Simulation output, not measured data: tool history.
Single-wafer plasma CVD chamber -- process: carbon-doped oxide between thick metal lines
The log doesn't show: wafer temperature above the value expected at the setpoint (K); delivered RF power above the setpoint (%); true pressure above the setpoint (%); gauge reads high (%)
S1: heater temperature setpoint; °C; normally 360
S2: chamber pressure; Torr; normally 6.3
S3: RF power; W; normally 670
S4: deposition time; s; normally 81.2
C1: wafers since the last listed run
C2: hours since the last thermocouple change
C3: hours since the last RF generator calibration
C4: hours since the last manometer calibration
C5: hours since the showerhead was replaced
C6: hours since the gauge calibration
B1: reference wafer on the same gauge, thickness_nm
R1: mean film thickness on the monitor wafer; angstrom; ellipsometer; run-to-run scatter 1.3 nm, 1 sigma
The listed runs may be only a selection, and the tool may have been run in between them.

Run 1, hour 0: usual settings; C1 0; C2 2462; C3 2079.3; C4 659.8; C5 3993.3; C6 222.2; B1 476.965. Result: R1 4648.8 angstrom.
Run 2, hour 12.7: usual settings; C1 267; C2 2474.7; C3 2092; C4 672.5; C5 4006; C6 234.9; B1 476.944. Result: R1 4618.98 angstrom.
Run 3, hour 26.3: usual settings; C1 286; C2 2488.3; C3 2105.6; C4 686.1; C5 4019.6; C6 248.5; B1 477.116. Result: R1 4638.59 angstrom.
Run 4, hour 41: usual settings; C1 309; C2 2503; C3 2120.3; C4 700.8; C5 4034.3; C6 263.2; B1 476.95. Result: R1 4612.65 angstrom.
Run 5, hour 71.4: usual settings; C1 640; C2 2533.4; C3 2150.7; C4 731.2; C5 4064.7; C6 293.6; B1 477.002. Result: R1 4599.1 angstrom.
Run 6, hour 105.3: usual settings; C1 713; C2 2567.3; C3 2184.6; C4 765.1; C5 4098.6; C6 327.5; B1 476.841. Result: R1 4618.02 angstrom.
Run 7, hour 138.6: usual settings; C1 701; C2 2600.6; C3 2217.9; C4 798.4; C5 4131.9; C6 360.8; B1 477.257. Result: R1 4598.54 angstrom.
Run 8, hour 157.3: usual settings; C1 393; C2 2619.3; C3 2236.6; C4 817.1; C5 4150.6; C6 379.5; B1 477.097. Result: R1 4590.41 angstrom.
At hour 180.1: showerhead replaced, of another model than before.
At hour 182.2: capacitance manometer re-zeroed and calibrated.
Run 9, hour 182.9: usual settings; C1 327; C2 2644.9; C3 2262.2; C4 0.7; C5 2.8; C6 405.1; B1 477.039. Result: R1 4508.91 angstrom.
Run 10, hour 211.9: usual settings; C1 610; C2 2673.9; C3 2291.2; C4 29.7; C5 31.8; C6 434.1; B1 477.032. Result: R1 4496.79 angstrom.
At hour 224: gauge calibrated.
Run 11, hour 244: usual settings; C1 675; C2 2706; C3 2323.3; C4 61.8; C5 63.9; C6 20; B1 477.317. Result: R1 4477.96 angstrom.
At hour 263.7: thermocouple changed; heater temperature recalibrated.
Run 12, hour 264.2: usual settings; C1 256; C2 0.5; C3 2343.5; C4 82; C5 84.1; C6 40.2; B1 476.932. Result: R1 4477.93 angstrom.
Run 13, hour 287.5: usual settings but S1 354 °C, S2 4.97 Torr, S3 795 W; C1 490; C2 23.8; C3 2366.8; C4 105.3; C5 107.4; C6 63.5; B1 477.058. Result: R1 4857.92 angstrom.
At hour 311: RF generator calibrated.
Run 14, hour 311.5: usual settings but S3 775 W, S4 93.6 s; C1 336; C2 47.8; C3 0.5; C4 129.3; C5 131.4; C6 87.5; B1 476.984. Result: R1 6249.82 angstrom.
Run 15, hour 317.8: usual settings; C1 132; C2 54.1; C3 6.8; C4 135.6; C5 137.7; C6 93.8; B1 476.617. Result: R1 4819.94 angstrom.
Run 16, hour 336.8: usual settings; C1 400; C2 73.1; C3 25.8; C4 154.6; C5 156.7; C6 112.8; B1 477.027. Result: R1 4810.95 angstrom.
Run 17, hour 359.5: usual settings but S1 366 °C, S2 5.45 Torr; C1 477; C2 95.8; C3 48.5; C4 177.3; C5 179.4; C6 135.5; B1 477.063. Result: R1 4584.26 angstrom.
Run 18, hour 411.9: usual settings; C1 1103; C2 148.2; C3 100.9; C4 229.7; C5 231.8; C6 187.9; B1 476.744. Result: R1 4801.72 angstrom.
Run 19, hour 433.9: usual settings but S1 373 °C, S4 65.3 s; C1 463; C2 170.2; C3 122.9; C4 251.7; C5 253.8; C6 209.9; B1 477.214. Result: R1 3788.8 angstrom.
Run 20, hour 452.7: usual settings but S1 364 °C, S2 7.8 Torr, S3 800 W, S4 68.7 s; C1 395; C2 189; C3 141.7; C4 270.5; C5 272.6; C6 228.7; B1 477.165. Result: R1 4779.48 angstrom.
Run 21, hour 478: usual settings but S3 615 W; C1 532; C2 214.3; C3 167; C4 295.8; C5 297.9; C6 254; B1 476.749. Result: R1 4465.48 angstrom.
Run 22, hour 496.6: usual settings but S1 374 °C, S2 5.21 Torr; C1 391; C2 232.9; C3 185.6; C4 314.4; C5 316.5; C6 272.6; B1 476.56. Result: R1 4414.5 angstrom.
Run 23, hour 530.9: usual settings; C1 722; C2 267.2; C3 219.9; C4 348.7; C5 350.8; C6 306.9; B1 476.99. Result: R1 4797.09 angstrom.
Run 24, hour 565.7: usual settings; C1 732; C2 302; C3 254.7; C4 383.5; C5 385.6; C6 341.7; B1 476.619. Result: R1 4791.62 angstrom.

Predict each of these 4 candidate next runs independently; none follows another, all start after run 24:
Run A, hour 566.1: usual settings; C1 8; C2 302.4; C3 255.1; C4 383.9; C5 386; C6 342.1; B1 ?. Result: R1 ?.
Run B, hour 566.1: usual settings but S3 570 W; C1 8; C2 302.4; C3 255.1; C4 383.9; C5 386; C6 342.1; B1 ?. Result: R1 ?.
Run C, hour 566.1: usual settings but S1 372 °C, S2 6.74 Torr, S3 750 W, S4 86.1 s; C1 8; C2 302.4; C3 255.1; C4 383.9; C5 386; C6 342.1; B1 ?. Result: R1 ?.
Run D, hour 566.1: usual settings but S1 346 °C, S2 6.86 Torr, S3 780 W, S4 91.7 s; C1 8; C2 302.4; C3 255.1; C4 383.9; C5 386; C6 342.1; B1 ?. Result: R1 ?.

run       B1       R1
  A  476.677  4814.92
  B  476.677  4168.52
  C  476.677   5522.3
  D  476.677  6410.27
With the hidden condition removed and each run's random variation left untouched, the same runs would have given:
run       R1
  A  4871.98
  B  4221.01
  C  5587.74
  D  6482.59

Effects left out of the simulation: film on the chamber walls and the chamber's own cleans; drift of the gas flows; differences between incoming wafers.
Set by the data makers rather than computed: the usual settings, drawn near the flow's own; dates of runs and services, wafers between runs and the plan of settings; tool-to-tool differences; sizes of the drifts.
